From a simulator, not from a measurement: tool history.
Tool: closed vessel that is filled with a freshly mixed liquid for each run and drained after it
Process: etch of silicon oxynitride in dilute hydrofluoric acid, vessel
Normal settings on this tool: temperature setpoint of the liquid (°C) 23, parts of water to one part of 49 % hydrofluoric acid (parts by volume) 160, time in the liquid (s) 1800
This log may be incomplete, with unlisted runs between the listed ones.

run   hour  temperature setpoint of the liquid (°C)  parts of water to one part of 49 % hydrofluoric acid (parts by volume)  time in the liquid (s)  read-back film thickness of the silicon oxynitride reference wafer, read on the same gauge (nm)  thickness taken off the silicon oxynitride on a monitor wafer (Å)
  1      0                                     25.5                                                                     160                    1800                                                                                           121.35                                                              243.5
  2   34.7                                     25.5                                                                     160                    1800                                                                                           121.48                                                              243.7
  3   59.3                                     25.5                                                                     160                    1800                                                                                           121.56                                                              242.9
  4   81.8                                       23                                                                     160                    1800                                                                                           121.65                                                              216.5
  5   99.9                                       23                                                                     160                    1800                                                                                            121.7                                                              219.1
  6  115.5                                       23                                                                     160                    1800                                                                                           121.79                                                              217.8
  7  130.3                                       23                                                                     160                    1800                                                                                           121.85                                                              218.2
     142.6  -- gauge calibrated
       150  -- thermometer replaced
  8    162                                       23                                                                     160                    1800                                                                                           120.16                                                              213.8
  9  179.3                                       23                                                                     160                    1800                                                                                           120.21                                                              216.6
 10  208.1                                       23                                                                     160                    1800                                                                                           120.32                                                              214.3
 11  232.6                                     18.5                                                                     120                    2470                                                                                            120.4                                                              328.2
 12  257.5                                     19.5                                                                     130                    1000                                                                                           120.51                                                              127.9
 13  283.4                                       27                                                                     115                    1085                                                                                            120.6                                                              225.2
 14  298.2                                     19.5                                                                     195                    1440                                                                                           120.65                                                              118.2
 15  318.3                                       23                                                                     125                     930                                                                                           120.72                                                              146.3
     320.7  -- hydrofluoric acid flow meter replaced
 16    349                                       23                                                                     160                    1800                                                                                           120.86                                                              217.3
 17  364.1                                       18                                                                     160                    1800                                                                                            120.9                                                              171.5
 18  399.8                                       23                                                                     160                    1800                                                                                           121.02                                                              216.8
 19  418.3                                       19                                                                     235                    2660                                                                                           121.08                                                              172.5
 20  449.3                                     24.5                                                                     135                    2090                                                                                            121.2                                                              325.4
 21  473.6                                       23                                                                     140                    1800                                                                                           121.28                                                              251.8

What if the next run were any one of these 3? Each begins from the tool's condition after run 21:
  A  474.8                                       23                                                                     160                    1800                                                                                                ?                                                                  ?
  B  474.8                                       20                                                                     160                    2125                                                                                                ?                                                                  ?
  C  474.8                                       23                                                                     225                    1800                                                                                                ?                                                                  ?

run  read-back film thickness of the silicon oxynitride reference wafer, read on the same gauge (nm)  thickness taken off the silicon oxynitride on a monitor wafer (Å)
  A                                                                                           121.28                                                              215.2
  B                                                                                           121.28                                                              220.9
  C                                                                                           121.28                                                                146
What these runs would have given with no unlogged condition in the tool:
run  thickness taken off the silicon oxynitride on a monitor wafer (Å)
  A                                                              212.9
  B                                                              218.5
  C                                                              144.4

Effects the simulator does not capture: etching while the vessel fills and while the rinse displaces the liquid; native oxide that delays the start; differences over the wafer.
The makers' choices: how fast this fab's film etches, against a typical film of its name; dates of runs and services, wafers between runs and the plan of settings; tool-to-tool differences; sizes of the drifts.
